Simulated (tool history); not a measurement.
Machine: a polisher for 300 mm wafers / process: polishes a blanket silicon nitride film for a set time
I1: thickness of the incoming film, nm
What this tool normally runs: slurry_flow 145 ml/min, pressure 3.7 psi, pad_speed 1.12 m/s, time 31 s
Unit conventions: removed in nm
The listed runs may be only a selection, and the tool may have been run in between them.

Run 1, hour 0.0: usual settings; I1 831.3. Result: removed 54.2 nm.
Run 2, hour 43.3: usual settings; I1 813.0. Result: removed 54.6 nm.
Run 3, hour 104.4: usual settings; I1 818.3. Result: removed 54.3 nm.
Run 4, hour 140.7: usual settings; I1 813.8. Result: removed 53.4 nm.
At hour 153.6: worn pad replaced by a new one.
Run 5, hour 207.5: usual settings; I1 832.7. Result: removed 53.4 nm.
Run 6, hour 265.5: usual settings; I1 819.4. Result: removed 52.0 nm.
Run 7, hour 309.6: usual settings; I1 821.2. Result: removed 51.5 nm.
At hour 419.8: slurry nozzle cleaned.
At hour 476.7: worn pad replaced by a new one.
Run 8, hour 524.4: usual settings; I1 830.7. Result: removed 56.7 nm.
At hour 600.6: head pressure recalibrated.
Run 9, hour 713.5: usual settings; I1 837.9. Result: removed 55.2 nm.
Run 10, hour 739.2: usual settings; I1 836.1. Result: removed 54.6 nm.
Run 11, hour 764.2: usual settings; I1 833.6. Result: removed 54.2 nm.
Run 12, hour 819.7: usual settings; I1 834.5. Result: removed 52.7 nm.
At hour 891.8: worn pad replaced by a new one, of another model than before.
Run 13, hour 892.3: usual settings; I1 822.4. Result: removed 54.7 nm.
Run 14, hour 930.8: usual settings; I1 837.9. Result: removed 54.6 nm.
Run 15, hour 972.7: usual settings; I1 840.3. Result: removed 55.0 nm.
Run 16, hour 1015.9: usual settings; I1 833.6. Result: removed 53.9 nm.
At hour 1044.8: slurry nozzle cleaned.
Run 17, hour 1064.5: usual settings but pressure 4.3 psi, pad_speed 1.42 m/s; I1 828.8. Result: removed 71.8 nm.
Run 18, hour 1118.8: usual settings but slurry_flow 105 ml/min, pressure 4.2 psi; I1 819.4. Result: removed 59.7 nm.
Run 19, hour 1143.1: usual settings but pressure 4.8 psi; I1 830.1. Result: removed 67.8 nm.
Run 20, hour 1184.9: usual settings; I1 841.7. Result: removed 56.9 nm.
Run 21, hour 1210.2: usual settings but slurry_flow 175 ml/min, pressure 4.4 psi; I1 828.1. Result: removed 63.6 nm.
Run 22, hour 1264.8: usual settings but pressure 4.8 psi, pad_speed 0.88 m/s; I1 826.8. Result: removed 59.2 nm.
At hour 1302.5: worn pad replaced by a new one.
Run 23, hour 1322.4: usual settings but time 36 s; I1 816.7. Result: removed 64.5 nm.
At hour 1348.1: head pressure recalibrated.
Run 24, hour 1376.0: usual settings; I1 827.0. Result: removed 54.9 nm.
Run 25, hour 1405.7: usual settings; I1 821.7. Result: removed 54.3 nm.
Run 26, hour 1449.3: usual settings; I1 833.4. Result: removed 55.4 nm.
Run 27, hour 1505.9: usual settings; I1 833.2. Result: removed 53.8 nm.
Run 28, hour 1551.5: usual settings; I1 847.1. Result: removed 53.3 nm.
Run 29, hour 1581.0: usual settings but pressure 4.1 psi; I1 838.5. Result: removed 57.0 nm.
At hour 1667.7: worn pad replaced by a new one.
Run 30, hour 1679.1: usual settings; I1 835.5. Result: removed 53.1 nm.
At hour 1700.0: slurry nozzle cleaned.
Run 31, hour 1720.3: usual settings but pressure 3.2 psi; I1 835.2. Result: removed 52.1 nm.
Run 32, hour 1808.3: usual settings but slurry_flow 165 ml/min, pressure 4.2 psi, pad_speed 0.86 m/s; I1 832.5. Result: removed 54.8 nm.
Run 33, hour 1843.0: usual settings but slurry_flow 115 ml/min, pressure 4.7 psi, time 37 s; I1 827.5. Result: removed 75.2 nm.

Alternative continuations, all from the tool just after run 33; predict every row:
Run A, hour 1843.4: usual settings but time 23 s; I1 816.5. Result: removed ?.
Run B, hour 1843.4: usual settings but slurry_flow 110 ml/min, pressure 4.2 psi; I1 816.5. Result: removed ?.
Run C, hour 1843.4: usual settings but slurry_flow 160 ml/min, pad_speed 0.86 m/s, time 40 s; I1 816.5. Result: removed ?.
Run D, hour 1843.4: usual settings but slurry_flow 125 ml/min, pad_speed 1.38 m/s; I1 816.5. Result: removed ?.
Run E, hour 1843.4: usual settings but slurry_flow 120 ml/min; I1 816.5. Result: removed ?.

run  removed
  A     41.4
  B     59.0
  C     63.9
  D     61.4
  E     54.6
With the hidden condition removed and each run's random variation left untouched, the same runs would have given:
run  removed
  A     42.0
  B     59.9
  C     64.7
  D     62.3
  E     55.4
